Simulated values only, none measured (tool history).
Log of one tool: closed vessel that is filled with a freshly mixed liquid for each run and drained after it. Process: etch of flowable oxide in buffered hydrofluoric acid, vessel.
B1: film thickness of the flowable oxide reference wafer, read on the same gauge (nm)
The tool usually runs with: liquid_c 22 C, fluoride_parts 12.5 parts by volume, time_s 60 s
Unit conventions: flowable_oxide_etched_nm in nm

Run 1, hour 0: usual settings; B1 79.98. Result: flowable_oxide_etched_nm 91.53 nm.
Run 2, hour 24.8: usual settings but liquid_c 19 C, fluoride_parts 10 parts by volume; B1 80. Result: flowable_oxide_etched_nm 93.53 nm.
Run 3, hour 56.9: usual settings but liquid_c 19 C, fluoride_parts 10 parts by volume; B1 80. Result: flowable_oxide_etched_nm 94.02 nm.
Run 4, hour 70.9: usual settings but liquid_c 19 C, fluoride_parts 10 parts by volume; B1 79.97. Result: flowable_oxide_etched_nm 93.38 nm.
Run 5, hour 85.7: usual settings but fluoride_parts 14 parts by volume, time_s 45 s; B1 80.03. Result: flowable_oxide_etched_nm 61.91 nm.
Run 6, hour 105.1: usual settings but fluoride_parts 14 parts by volume, time_s 45 s; B1 79.99. Result: flowable_oxide_etched_nm 61.9 nm.
Run 7, hour 124.7: usual settings but fluoride_parts 14 parts by volume, time_s 45 s; B1 80.01. Result: flowable_oxide_etched_nm 62.33 nm.
Run 8, hour 150.3: usual settings but fluoride_parts 14.5 parts by volume; B1 79.99. Result: flowable_oxide_etched_nm 79.76 nm.
Run 9, hour 174.7: usual settings; B1 79.95. Result: flowable_oxide_etched_nm 92.37 nm.
Run 10, hour 209.3: usual settings; B1 79.99. Result: flowable_oxide_etched_nm 92.87 nm.
Run 11, hour 222.2: usual settings; B1 79.98. Result: flowable_oxide_etched_nm 92.38 nm.
Run 12, hour 235.4: usual settings; B1 79.96. Result: flowable_oxide_etched_nm 92.65 nm.
At hour 270.9: hydrofluoric acid flow meter replaced.
At hour 276.9: thermometer replaced.
Run 13, hour 324.6: usual settings but fluoride_parts 14 parts by volume, time_s 45 s; B1 79.99. Result: flowable_oxide_etched_nm 56.88 nm.
Run 14, hour 354.4: usual settings but fluoride_parts 10.5 parts by volume, time_s 50 s; B1 79.96. Result: flowable_oxide_etched_nm 83.67 nm.
Run 15, hour 370.5: usual settings but fluoride_parts 15 parts by volume; B1 79.97. Result: flowable_oxide_etched_nm 71.12 nm.
At hour 391.8: gauge calibrated.
Run 16, hour 403.5: usual settings but fluoride_parts 10.5 parts by volume, time_s 50 s; B1 80.03. Result: flowable_oxide_etched_nm 84.21 nm.
Run 17, hour 424.9: usual settings but liquid_c 20 C, fluoride_parts 15 parts by volume, time_s 95 s; B1 79.99. Result: flowable_oxide_etched_nm 101.52 nm.
Run 18, hour 454.5: usual settings; B1 80.01. Result: flowable_oxide_etched_nm 85.03 nm.
Run 19, hour 470.9: usual settings but liquid_c 24 C, time_s 30 s; B1 80. Result: flowable_oxide_etched_nm 47.74 nm.
Run 20, hour 513.6: usual settings but time_s 95 s; B1 80.01. Result: flowable_oxide_etched_nm 134.96 nm.
Run 21, hour 545.5: usual settings but liquid_c 25.5 C; B1 80.01. Result: flowable_oxide_etched_nm 104.38 nm.
Run 22, hour 569.5: usual settings but liquid_c 18.5 C, fluoride_parts 14.5 parts by volume; B1 79.96. Result: flowable_oxide_etched_nm 61.09 nm.
Run 23, hour 590.1: usual settings but liquid_c 19 C, fluoride_parts 9 parts by volume, time_s 85 s; B1 80.03. Result: flowable_oxide_etched_nm 137.44 nm.
Run 24, hour 604: usual settings; B1 79.99. Result: flowable_oxide_etched_nm 85.99 nm.
Run 25, hour 628.6: usual settings but liquid_c 17.5 C, time_s 35 s; B1 80.02. Result: flowable_oxide_etched_nm 38.85 nm.

3 ways to go on from here, each from the tool as it stands after run 25. What would each give?
Run A, hour 629.3: usual settings but time_s 75 s; B1 ?. Result: flowable_oxide_etched_nm ?.
Run B, hour 629.3: usual settings but liquid_c 17.5 C, fluoride_parts 8.5 parts by volume, time_s 95 s; B1 ?. Result: flowable_oxide_etched_nm ?.
Run C, hour 629.3: usual settings but time_s 85 s; B1 ?. Result: flowable_oxide_etched_nm ?.

run     B1  flowable_oxide_etched_nm
  A  79.99                    107.71
  B  79.99                    150.31
  C  79.99                    122.07
With no hidden state in the tool, these same runs would have given:
run  flowable_oxide_etched_nm
  A                     104.8
  B                    145.82
  C                    118.78
